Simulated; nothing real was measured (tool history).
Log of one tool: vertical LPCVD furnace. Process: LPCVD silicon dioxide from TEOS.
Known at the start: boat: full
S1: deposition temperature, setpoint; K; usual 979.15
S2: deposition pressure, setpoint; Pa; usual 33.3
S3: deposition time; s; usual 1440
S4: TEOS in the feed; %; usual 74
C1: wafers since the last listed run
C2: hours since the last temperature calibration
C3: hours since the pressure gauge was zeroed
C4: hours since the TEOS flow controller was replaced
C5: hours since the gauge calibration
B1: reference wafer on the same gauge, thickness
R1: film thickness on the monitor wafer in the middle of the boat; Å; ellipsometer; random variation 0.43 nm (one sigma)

{"run": 1, "hour": 0.0, "S1": 979.15, "S2": 33.3, "S3": 1440, "S4": 74, "C1": 0, "C2": 1328.7, "C3": 2900.8, "C4": 4536, "C5": 757.1, "B1": 207.08, "R1": 1905}
{"run": 2, "hour": 68.0, "S1": 979.15, "S2": 33.3, "S3": 1440, "S4": 74, "C1": 1182, "C2": 1396.7, "C3": 2968.8, "C4": 4604, "C5": 825.1, "B1": 206.93, "R1": 1902.5}
{"run": 3, "hour": 111.0, "S1": 979.15, "S2": 33.3, "S3": 1440, "S4": 74, "C1": 747, "C2": 1439.7, "C3": 3011.8, "C4": 4647, "C5": 868.1, "B1": 206.95, "R1": 1915.9}
{"run": 4, "hour": 210.7, "S1": 979.15, "S2": 33.3, "S3": 1440, "S4": 74, "C1": 1734, "C2": 1539.4, "C3": 3111.5, "C4": 4746.7, "C5": 967.8, "B1": 206.95, "R1": 1914.2}
{"run": 5, "hour": 439.9, "S1": 979.15, "S2": 33.3, "S3": 1440, "S4": 74, "C1": 3986, "C2": 1768.6, "C3": 3340.7, "C4": 4975.9, "C5": 1197, "B1": 207.05, "R1": 1918.9}
{"run": 6, "hour": 496.6, "S1": 979.15, "S2": 33.3, "S3": 1440, "S4": 74, "C1": 986, "C2": 1825.3, "C3": 3397.4, "C4": 5032.6, "C5": 1253.7, "B1": 207.08, "R1": 1923.1}
{"hour": 523.2, "done": "gauge calibrated"}
{"run": 7, "hour": 586.7, "S1": 979.15, "S2": 33.3, "S3": 1440, "S4": 74, "C1": 1567, "C2": 1915.4, "C3": 3487.5, "C4": 5122.7, "C5": 63.5, "B1": 206.99, "R1": 1922.5}
{"run": 8, "hour": 648.3, "S1": 979.15, "S2": 33.3, "S3": 1440, "S4": 74, "C1": 1071, "C2": 1977, "C3": 3549.1, "C4": 5184.3, "C5": 125.1, "B1": 207.03, "R1": 1914.4}
{"run": 9, "hour": 716.4, "S1": 979.15, "S2": 36, "S3": 1710, "S4": 74, "C1": 1184, "C2": 2045.1, "C3": 3617.2, "C4": 5252.4, "C5": 193.2, "B1": 206.95, "R1": 2390.2}
{"hour": 756.3, "done": "TEOS flow controller replaced"}
{"run": 10, "hour": 794.0, "S1": 979.15, "S2": 36, "S3": 1710, "S4": 74, "C1": 932, "C2": 2122.7, "C3": 3694.8, "C4": 37.7, "C5": 270.8, "B1": 206.95, "R1": 2386.5}
{"hour": 903.1, "done": "thermocouples replaced and temperature profile calibrated"}
{"run": 11, "hour": 903.6, "S1": 979.15, "S2": 36, "S3": 1710, "S4": 74, "C1": 1488, "C2": 0.5, "C3": 3804.4, "C4": 147.3, "C5": 380.4, "B1": 206.93, "R1": 2290.2}
{"run": 12, "hour": 946.9, "S1": 979.15, "S2": 33.3, "S3": 1440, "S4": 74, "C1": 753, "C2": 43.8, "C3": 3847.7, "C4": 190.6, "C5": 423.7, "B1": 206.95, "R1": 1847.7}
{"hour": 1054.2, "done": "pressure gauge zeroed"}
{"run": 13, "hour": 1054.7, "S1": 979.15, "S2": 33.3, "S3": 1440, "S4": 74, "C1": 1457, "C2": 151.6, "C3": 0.5, "C4": 298.4, "C5": 531.5, "B1": 207.1, "R1": 1901.7}
{"run": 14, "hour": 1087.5, "S1": 979.15, "S2": 39.3, "S3": 1440, "S4": 86, "C1": 570, "C2": 184.4, "C3": 33.3, "C4": 331.2, "C5": 564.3, "B1": 207, "R1": 2240.8}
{"run": 15, "hour": 1138.4, "S1": 972.15, "S2": 33.3, "S3": 870, "S4": 65, "C1": 885, "C2": 235.3, "C3": 84.2, "C4": 382.1, "C5": 615.2, "B1": 206.86, "R1": 922.5}
{"run": 16, "hour": 1211.4, "S1": 976.15, "S2": 28.7, "S3": 1440, "S4": 74, "C1": 1269, "C2": 308.3, "C3": 157.2, "C4": 455.1, "C5": 688.2, "B1": 207.09, "R1": 1646.7}
{"run": 17, "hour": 1294.7, "S1": 972.15, "S2": 25.3, "S3": 1440, "S4": 84, "C1": 1448, "C2": 391.6, "C3": 240.5, "C4": 538.4, "C5": 771.5, "B1": 207, "R1": 1506}
{"run": 18, "hour": 1364.2, "S1": 979.15, "S2": 33.3, "S3": 1440, "S4": 74, "C1": 1208, "C2": 461.1, "C3": 310, "C4": 607.9, "C5": 841, "B1": 207.11, "R1": 1911.5}
{"run": 19, "hour": 1423.2, "S1": 988.15, "S2": 33.3, "S3": 1440, "S4": 65, "C1": 1026, "C2": 520.1, "C3": 369, "C4": 666.9, "C5": 900, "B1": 206.91, "R1": 2191.9}
{"run": 20, "hour": 1499.4, "S1": 968.15, "S2": 28, "S3": 1140, "S4": 80, "C1": 1325, "C2": 596.3, "C3": 445.2, "C4": 743.1, "C5": 976.2, "B1": 207.06, "R1": 1111.9}
{"run": 21, "hour": 1588.1, "S1": 970.15, "S2": 33.3, "S3": 1440, "S4": 74, "C1": 1542, "C2": 685, "C3": 533.9, "C4": 831.8, "C5": 1064.9, "B1": 207, "R1": 1543.5}
{"run": 22, "hour": 1663.5, "S1": 975.15, "S2": 26.7, "S3": 1440, "S4": 74, "C1": 1311, "C2": 760.4, "C3": 609.3, "C4": 907.2, "C5": 1140.3, "B1": 206.95, "R1": 1557.6}

3 ways to go on from here, each from the tool as it stands after run 22. What would each give?
{"run": "A", "hour": 1666.8, "S1": 979.15, "S2": 33.3, "S3": 1440, "S4": 74, "C1": 57, "C2": 763.7, "C3": 612.6, "C4": 910.5, "C5": 1143.6, "B1": "?", "R1": "?"}
{"run": "B", "hour": 1666.8, "S1": 979.15, "S2": 33.3, "S3": 1440, "S4": 60, "C1": 57, "C2": 763.7, "C3": 612.6, "C4": 910.5, "C5": 1143.6, "B1": "?", "R1": "?"}
{"run": "C", "hour": 1666.8, "S1": 979.15, "S2": 33.3, "S3": 1050, "S4": 74, "C1": 57, "C2": 763.7, "C3": 612.6, "C4": 910.5, "C5": 1143.6, "B1": "?", "R1": "?"}

run=A B1=207 R1=1909.3
run=B B1=207 R1=1719.2
run=C B1=207 R1=1392.2
Without the tool's hidden state the same runs would have given:
run=A R1=1891.6
run=B R1=1703.3
run=C R1=1379.3

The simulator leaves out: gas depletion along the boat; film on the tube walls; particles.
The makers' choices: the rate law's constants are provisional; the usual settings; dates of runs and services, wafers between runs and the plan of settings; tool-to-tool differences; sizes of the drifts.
